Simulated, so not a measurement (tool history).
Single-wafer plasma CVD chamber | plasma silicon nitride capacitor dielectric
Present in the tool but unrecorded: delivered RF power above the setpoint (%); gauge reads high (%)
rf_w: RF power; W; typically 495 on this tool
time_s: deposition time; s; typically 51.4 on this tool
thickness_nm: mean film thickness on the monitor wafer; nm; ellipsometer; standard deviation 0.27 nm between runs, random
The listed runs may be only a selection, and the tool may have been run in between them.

run	day	rf_w	time_s	wafers since the last listed run	hours since the last RF generator calibration	hours since the showerhead was replaced	hours since the gauge calibration	read-back reference wafer on the same gauge, thickness_nm	thickness_nm
1	0	495	46.2	0	859.2	5672.8	334.2	66.576	59.518
2	1.129	495	46.2	718	886.3	5699.9	361.3	66.631	59.19
3	2.533	495	46.2	892	920	5733.6	395	66.559	59.254
4	3.708	495	45.6	747	948.2	5761.8	423.2	66.654	58.601
5	4.796	495	45.6	691	974.3	5787.9	449.3	66.582	59.067
6	7.858	495	45.6	1947	1047.8	5861.4	522.8	66.708	58.335
7	8.467	495	51.4	386	1062.4	5876	537.4	66.631	65.77
8	9.004	495	51.4	341	1075.3	5888.9	550.3	66.695	65.51
9	10.433	495	51.4	908	1109.6	5923.2	584.6	66.527	66.114
# day 11.225: RF generator calibrated
10	12.862	495	51.4	1332	39.3	5981.5	642.9	66.631	67.354
11	13.467	525	51.4	384	53.8	5996	657.4	66.499	69.118
12	14.221	525	51.4	479	71.9	6014.1	675.5	66.706	68.752
13	15.375	525	51.4	733	99.6	6041.8	703.2	66.511	68.381
14	16.662	540	57	818	130.5	6072.7	734.1	66.589	77.069
15	17.612	495	51.4	604	153.3	6095.5	756.9	66.61	67.01
# day 18.533: gauge calibrated
16	18.996	565	44.9	879	186.5	6128.7	11.1	66.536	61.297
17	19.617	495	51.4	394	201.4	6143.6	26	66.688	66.988
18	20.771	525	47.5	733	229.1	6171.3	53.7	66.571	62.814
19	21.429	440	48	418	244.9	6187.1	69.5	66.616	59.644
# day 22.046: showerhead replaced
20	22.45	435	61.3	437	269.4	9.7	94	66.516	76.193
21	23.671	545	59.6	776	298.7	39	123.3	66.746	79.627
22	25.158	425	44	945	334.4	74.7	159	66.645	53.853
23	25.888	495	51.4	463	351.9	92.2	176.5	66.715	66.513
24	26.979	495	51.4	694	378.1	118.4	202.7	66.617	66.411
25	28.454	410	42.3	937	413.5	153.8	238.1	66.568	51.471
26	29.875	550	43.3	903	447.6	187.9	272.2	66.756	58.174
27	30.562	575	48.2	437	464.1	204.4	288.7	66.534	65.269
28	31.838	520	59.3	810	494.7	235	319.3	66.599	77.391
29	32.883	495	42.4	665	519.8	260.1	344.4	66.608	54.241

Results for each run, recomputed without the tool's hidden state and with each run's random variation untouched:
run	thickness_nm
1	61.179
2	60.856
3	60.937
4	60.278
5	60.768
6	60.04
7	67.698
8	67.434
9	68.066
10	67.699
11	69.54
12	69.253
13	68.996
14	77.899
15	67.815
16	62.136
17	67.953
18	63.797
19	60.618
20	77.514
21	81.097
22	54.915
23	67.863
24	67.814
25	52.611
26	59.515
27	66.8
28	79.262
29	55.583
